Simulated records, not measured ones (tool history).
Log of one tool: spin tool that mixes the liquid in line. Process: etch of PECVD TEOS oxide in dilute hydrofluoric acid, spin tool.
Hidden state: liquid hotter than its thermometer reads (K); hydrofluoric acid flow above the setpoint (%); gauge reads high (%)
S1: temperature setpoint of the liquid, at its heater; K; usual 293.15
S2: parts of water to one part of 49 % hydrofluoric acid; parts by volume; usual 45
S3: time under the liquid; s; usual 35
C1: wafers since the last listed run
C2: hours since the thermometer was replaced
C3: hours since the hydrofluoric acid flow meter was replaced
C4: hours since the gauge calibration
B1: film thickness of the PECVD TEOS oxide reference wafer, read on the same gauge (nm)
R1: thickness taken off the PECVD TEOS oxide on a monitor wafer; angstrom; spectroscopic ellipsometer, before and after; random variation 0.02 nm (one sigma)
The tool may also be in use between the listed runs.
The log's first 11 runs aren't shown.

run 12 day=24.504 | S1=293.15 S2=45 S3=35 | C1=576 C2=967.8 C3=1924.5 C4=1402.6 | B1=60 | R1=61.4
-- day=25.604 hydrofluoric acid flow meter replaced
run 13 day=26.921 | S1=296.15 S2=45 S3=35 | C1=528 C2=1025.8 C3=31.6 C4=1460.6 | B1=60 | R1=71.6
run 14 day=28.821 | S1=293.15 S2=45 S3=35 | C1=423 C2=1071.4 C3=77.2 C4=1506.2 | B1=60 | R1=63.1
run 15 day=31.254 | S1=295.65 S2=30 S3=35 | C1=541 C2=1129.8 C3=135.6 C4=1564.6 | B1=59.99 | R1=107.5
run 16 day=33.738 | S1=293.15 S2=55 S3=35 | C1=552 C2=1189.4 C3=195.2 C4=1624.2 | B1=60.01 | R1=51.4
run 17 day=35.338 | S1=290.15 S2=40 S3=35 | C1=356 C2=1227.8 C3=233.6 C4=1662.6 | B1=59.98 | R1=63.4
-- day=37.988 gauge calibrated
run 18 day=38.188 | S1=291.15 S2=45 S3=45 | C1=634 C2=1296.2 C3=302 C4=4.8 | B1=60 | R1=74.8
run 19 day=40.592 | S1=294.65 S2=30 S3=50 | C1=535 C2=1353.9 C3=359.7 C4=62.5 | B1=60 | R1=148.2
run 20 day=41.938 | S1=293.15 S2=45 S3=55 | C1=299 C2=1386.2 C3=392 C4=94.8 | B1=60 | R1=100
-- day=42.504 hydrofluoric acid flow meter replaced, repeated, since the last time left the tool worse
run 21 day=44.883 | S1=290.15 S2=45 S3=20 | C1=646 C2=1456.9 C3=57.1 C4=165.5 | B1=60 | R1=29.8
run 22 day=47.092 | S1=297.65 S2=45 S3=25 | C1=491 C2=1509.9 C3=110.1 C4=218.5 | B1=59.99 | R1=51.2
-- day=47.862 thermometer replaced
run 23 day=48.508 | S1=291.15 S2=45 S3=35 | C1=306 C2=15.5 C3=144.1 C4=252.5 | B1=60 | R1=54.4
run 24 day=49.608 | S1=296.15 S2=30 S3=20 | C1=244 C2=41.9 C3=170.5 C4=278.9 | B1=60.02 | R1=59.1
run 25 day=51.767 | S1=295.15 S2=40 S3=45 | C1=480 C2=93.7 C3=222.3 C4=330.7 | B1=60 | R1=94.2
run 26 day=53.638 | S1=290.15 S2=45 S3=35 | C1=416 C2=138.6 C3=267.2 C4=375.6 | B1=59.99 | R1=52.2
run 27 day=55.317 | S1=296.15 S2=45 S3=35 | C1=373 C2=178.9 C3=307.5 C4=415.9 | B1=60 | R1=68
run 28 day=56.471 | S1=293.15 S2=35 S3=35 | C1=257 C2=206.6 C3=335.2 C4=443.6 | B1=60.01 | R1=77.8
run 29 day=58.725 | S1=290.65 S2=30 S3=50 | C1=501 C2=260.7 C3=389.3 C4=497.7 | B1=60 | R1=116.4
run 30 day=60.438 | S1=293.15 S2=45 S3=35 | C1=381 C2=301.8 C3=430.4 C4=538.8 | B1=59.99 | R1=59.7
run 31 day=63.325 | S1=293.15 S2=30 S3=55 | C1=642 C2=371.1 C3=499.7 C4=608.1 | B1=59.98 | R1=143.8
run 32 day=65.821 | S1=293.15 S2=45 S3=35 | C1=555 C2=431 C3=559.6 C4=668 | B1=60 | R1=60
run 33 day=67.104 | S1=293.15 S2=55 S3=30 | C1=285 C2=461.8 C3=590.4 C4=698.8 | B1=60 | R1=41.5
run 34 day=69.088 | S1=291.65 S2=40 S3=40 | C1=441 C2=509.4 C3=638 C4=746.4 | B1=60 | R1=73.1

3 ways to go on from here, each from the tool as it stands after run 34. What would each give?
run A day=69.104 | S1=293.15 S2=45 S3=30 | C1=3 C2=509.8 C3=638.4 C4=746.8 | B1=? | R1=?
run B day=69.104 | S1=290.15 S2=65 S3=35 | C1=3 C2=509.8 C3=638.4 C4=746.8 | B1=? | R1=?
run C day=69.104 | S1=293.15 S2=55 S3=25 | C1=3 C2=509.8 C3=638.4 C4=746.8 | B1=? | R1=?

run=A B1=59.99 R1=51.5
run=B B1=59.99 R1=35.8
run=C B1=59.99 R1=34.7
Without the tool's hidden state the same runs would have given:
run=A R1=50.6
run=B R1=35.1
run=C R1=34.1

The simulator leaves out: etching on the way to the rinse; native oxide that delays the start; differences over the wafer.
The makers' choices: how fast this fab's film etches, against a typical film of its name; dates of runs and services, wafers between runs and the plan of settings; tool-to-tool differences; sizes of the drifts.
